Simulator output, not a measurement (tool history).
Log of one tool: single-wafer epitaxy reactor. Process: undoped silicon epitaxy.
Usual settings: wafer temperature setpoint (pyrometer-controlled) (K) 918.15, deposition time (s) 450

run   hour  wafer temperature setpoint (pyrometer-controlled) (K)  deposition time (s)  read-back reference wafer on the same gauge, thickness_nm  mean film thickness on the monitor wafer (nm)
  1    0.0                                                 918.15                  450                                                     68.605                                         61.875
  2    9.3                                                 918.15                  450                                                     68.642                                         62.298
  3   16.5                                                 918.15                  450                                                     68.603                                         61.858
  4   32.3                                                 918.15                  450                                                     68.457                                         61.989
  5   39.9                                                 918.15                  450                                                     68.649                                         61.853
  6   56.9                                                 918.15                  450                                                     68.650                                         62.047
  7   66.5                                                 918.15                  450                                                     68.667                                         62.416
  8   80.2                                                 923.15                  489                                                     68.532                                         74.847
  9   95.4                                                 918.15                  380                                                     68.684                                         52.387
 10  112.3                                                 918.15                  450                                                     68.559                                         61.615
 11  118.9                                                 918.15                  450                                                     68.558                                         61.792
 12  126.1                                                 918.15                  450                                                     68.586                                         61.946
 13  140.4                                                 918.15                  450                                                     68.602                                         61.647
 14  155.3                                                 918.15                  450                                                     68.581                                         61.680
 15  163.5                                                 918.15                  450                                                     68.607                                         61.647
 16  180.4                                                 918.15                  450                                                     68.578                                         61.573
 17  197.8                                                 918.15                  450                                                     68.669                                         61.253
 18  214.2                                                 918.15                  450                                                     68.552                                         61.394
 19  229.3                                                 927.15                  450                                                     68.548                                         74.233
 20  242.5                                                 927.15                  450                                                     68.666                                         74.575
 21  252.7                                                 927.15                  450                                                     68.570                                         74.550
 22  269.1                                                 913.15                  450                                                     68.569                                         55.393
     278.5  -- pyrometer calibrated
 23  281.4                                                 913.15                  450                                                     68.654                                         61.869
 24  292.8                                                 913.15                  495                                                     68.628                                         68.246
     303.3  -- gauge calibrated
 25  304.4                                                 931.15                  450                                                     68.677                                         90.058
 26  319.7                                                 918.15                  450                                                     68.602                                         68.372
 27  328.0                                                 932.15                  398                                                     68.660                                         81.022
 28  338.1                                                 905.15                  373                                                     68.616                                         42.891
 29  348.4                                                 918.15                  450                                                     68.562                                         68.464
 30  366.2                                                 927.15                  496                                                     68.544                                         91.691
 31  390.6                                                 930.15                  450                                                     68.549                                         88.029
 32  397.6                                                 930.15                  450                                                     68.649                                         87.832
 33  405.7                                                 926.15                  478                                                     68.586                                         86.353
 34  415.0                                                 909.15                  502                                                     68.582                                         62.865
 35  424.0                                                 908.15                  450                                                     68.602                                         55.314
 36  440.8                                                 929.15                  416                                                     68.567                                         79.045
 37  453.7                                                 925.15                  534                                                     68.740                                         93.778
 38  462.8                                                 907.15                  384                                                     68.600                                         45.827
 39  475.7                                                 923.15                  405                                                     68.491                                         68.358
 40  492.4                                                 918.15                  450                                                     68.600                                         68.303
 41  540.0                                                 911.15                  450                                                     68.697                                         58.693
 42  557.8                                                 904.15                  499                                                     68.647                                         55.710
 43  571.2                                                 918.15                  450                                                     68.602                                         67.941
 44  584.4                                                 918.15                  450                                                     68.603                                         67.973
 45  593.3                                                 931.15                  450                                                     68.622                                         88.931
 46  604.1                                                 925.15                  450                                                     68.682                                         78.894

4 ways to go on from here, each from the tool as it stands after run 46. What would each give?
  A  604.6                                                 918.15                  450                                                          ?                                              ?
  B  604.6                                                 918.15                  419                                                          ?                                              ?
  C  604.6                                                 932.15                  425                                                          ?                                              ?
  D  604.6                                                 928.15                  510                                                          ?                                              ?

run  read-back reference wafer on the same gauge, thickness_nm  mean film thickness on the monitor wafer (nm)
  A                                                     68.569                                         67.430
  B                                                     68.569                                         62.785
  C                                                     68.569                                         85.360
  D                                                     68.569                                         94.290
Without the tool's hidden state the same runs would have given:
run  mean film thickness on the monitor wafer (nm)
  A                                         67.096
  B                                         62.474
  C                                         84.949
  D                                         93.832

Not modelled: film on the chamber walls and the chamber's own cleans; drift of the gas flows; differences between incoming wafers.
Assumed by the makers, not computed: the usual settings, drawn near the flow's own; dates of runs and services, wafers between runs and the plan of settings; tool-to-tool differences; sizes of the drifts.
